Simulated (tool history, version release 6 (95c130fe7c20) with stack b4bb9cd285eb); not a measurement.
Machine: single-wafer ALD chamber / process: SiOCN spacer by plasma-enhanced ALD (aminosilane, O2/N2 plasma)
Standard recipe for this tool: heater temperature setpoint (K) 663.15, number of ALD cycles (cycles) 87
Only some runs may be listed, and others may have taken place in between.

run   hour  heater temperature setpoint (K)  number of ALD cycles (cycles)  read-back reference wafer on the same gauge, thickness_nm  mean film thickness on the monitor wafer (Å)
  1    0.0                           663.15                             87                                                      4.313                                         48.31
  2   47.9                           663.15                             87                                                      4.307                                         48.40
  3   62.2                           669.15                            100                                                      4.307                                         55.40
  4   80.1                           669.15                            100                                                      4.302                                         55.88
  5   92.4                           669.15                            100                                                      4.308                                         55.39
  6  108.6                           663.15                             87                                                      4.308                                         48.31
  7  125.0                           663.15                             87                                                      4.309                                         48.38
  8  134.5                           663.15                             87                                                      4.305                                         48.67
  9  147.1                           663.15                             80                                                      4.301                                         44.54
 10  162.3                           670.15                             75                                                      4.309                                         41.85
 11  173.4                           670.15                             75                                                      4.309                                         41.80
 12  186.5                           670.15                             75                                                      4.299                                         41.67
     206.1  -- thermocouple changed; heater temperature recalibrated
 13  206.6                           675.15                             87                                                      4.307                                         48.28
 14  213.4                           675.15                             87                                                      4.318                                         48.45
 15  222.3                           663.15                             81                                                      4.299                                         45.25
 16  229.8                           663.15                             87                                                      4.312                                         48.47
 17  242.4                           653.15                             98                                                      4.305                                         54.52

Run 18 has not been measured yet. What should we expect?
 18  249.5                           670.15                             99                                                          ?                                             ?

read-back reference wafer on the same gauge, thickness_nm: 4.301
mean film thickness on the monitor wafer (Å): 55.00
Were there no unlogged condition in the tool, this run, its random variation unchanged, would have produced mean film thickness on the monitor wafer (Å) 55.00.
